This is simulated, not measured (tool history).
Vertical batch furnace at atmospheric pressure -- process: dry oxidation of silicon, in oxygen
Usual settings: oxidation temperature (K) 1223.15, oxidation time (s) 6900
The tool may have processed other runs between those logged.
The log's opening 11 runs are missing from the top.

| run | day | oxidation temperature (K) | oxidation time (s) | wafers since the last listed run | hours since the last temperature calibration | hours since the boat lift was adjusted | hours since the gauge calibration | read-back reference wafer on the same gauge, thickness | oxide thickness on the monitor wafer (nm) |
|---|---|---|---|---|---|---|---|---|---|
| 12 | 9.258 | 1210.15 | 6900 | 211 | 1930.8 | 3517.4 | 169 | 44.49 | 42.76 |
| 13 | 10.042 | 1210.15 | 6900 | 201 | 1949.6 | 3536.2 | 187.8 | 44.5 | 42.72 |
| 14 | 10.825 | 1223.15 | 6900 | 201 | 1968.4 | 3555 | 206.6 | 44.5 | 48.86 |
| 15 | 11.262 | 1223.15 | 6900 | 112 | 1978.9 | 3565.5 | 217.1 | 44.5 | 48.8 |
| 16 | 11.9 | 1223.15 | 6900 | 163 | 1994.2 | 3580.8 | 232.4 | 44.5 | 48.76 |
| 17 | 12.983 | 1223.15 | 6900 | 278 | 2020.2 | 3606.8 | 258.4 | 44.51 | 48.64 |
|  | 14.425 | boat lift adjusted |
| 18 | 14.446 | 1223.15 | 6900 | 118 | 2055.3 | 0.5 | 293.5 | 44.5 | 50.1 |
| 19 | 14.712 | 1243.15 | 8880 | 68 | 2061.7 | 6.9 | 299.9 | 44.5 | 70.97 |
| 20 | 15.275 | 1200.15 | 9990 | 144 | 2075.2 | 20.4 | 313.4 | 44.5 | 51.31 |
| 21 | 17.796 | 1232.15 | 4740 | 647 | 2135.7 | 80.9 | 373.9 | 44.5 | 42.46 |
| 22 | 20.404 | 1223.15 | 6900 | 670 | 2198.3 | 143.5 | 436.5 | 44.5 | 50.27 |
| 23 | 21.338 | 1231.15 | 6900 | 239 | 2220.7 | 165.9 | 458.9 | 44.5 | 54.26 |
|  | 22.488 | thermocouples replaced and temperature profile calibrated |
|  | 23.1 | gauge calibrated |
| 24 | 24.221 | 1207.15 | 8280 | 483 | 41.6 | 235.1 | 26.9 | 44.5 | 48.44 |
| 25 | 25.267 | 1208.15 | 6900 | 268 | 66.7 | 260.2 | 52 | 44.51 | 43.36 |
| 26 | 25.962 | 1248.15 | 5400 | 178 | 83.4 | 276.9 | 68.7 | 44.51 | 52.25 |
| 27 | 26.954 | 1223.15 | 6900 | 254 | 107.2 | 300.7 | 92.5 | 44.48 | 50.5 |
| 28 | 27.958 | 1246.15 | 4980 | 258 | 131.3 | 324.8 | 116.6 | 44.49 | 48.79 |
| 29 | 28.804 | 1223.15 | 10140 | 217 | 151.6 | 345.1 | 136.9 | 44.48 | 65.82 |
| 30 | 29.6 | 1223.15 | 6900 | 204 | 170.7 | 364.2 | 156 | 44.5 | 50.18 |
| 31 | 30.079 | 1209.15 | 5100 | 123 | 182.2 | 375.7 | 167.5 | 44.51 | 35.6 |
| 32 | 30.938 | 1201.15 | 5700 | 220 | 202.8 | 396.3 | 188.1 | 44.51 | 35.45 |
| 33 | 31.688 | 1248.15 | 4650 | 192 | 220.8 | 414.3 | 206.1 | 44.5 | 47.35 |
| 34 | 32.771 | 1223.15 | 9990 | 278 | 246.8 | 440.3 | 232.1 | 44.5 | 65.17 |
| 35 | 33.292 | 1237.15 | 8910 | 133 | 259.3 | 452.8 | 244.6 | 44.5 | 68.09 |
| 36 | 33.729 | 1201.15 | 7770 | 112 | 269.8 | 463.3 | 255.1 | 44.49 | 43.69 |

Forecast each of these 4 alternatives for the next run:
| A | 34 | 1199.15 | 6900 | 69 | 276.3 | 469.8 | 261.6 | ? | ? |
| B | 34 | 1234.15 | 3660 | 69 | 276.3 | 469.8 | 261.6 | ? | ? |
| C | 34 | 1242.15 | 6900 | 69 | 276.3 | 469.8 | 261.6 | ? | ? |
| D | 34 | 1223.15 | 9690 | 69 | 276.3 | 469.8 | 261.6 | ? | ? |

| run | read-back reference wafer on the same gauge, thickness | oxide thickness on the monitor wafer (nm) |
|---|---|---|
| A | 44.5 | 39.41 |
| B | 44.5 | 36.48 |
| C | 44.5 | 58.95 |
| D | 44.5 | 63.64 |
With the hidden condition removed and each run's random variation left untouched, the same runs would have given:
| run | oxide thickness on the monitor wafer (nm) |
|---|---|
| A | 39.53 |
| B | 36.57 |
| C | 59.08 |
| D | 63.83 |
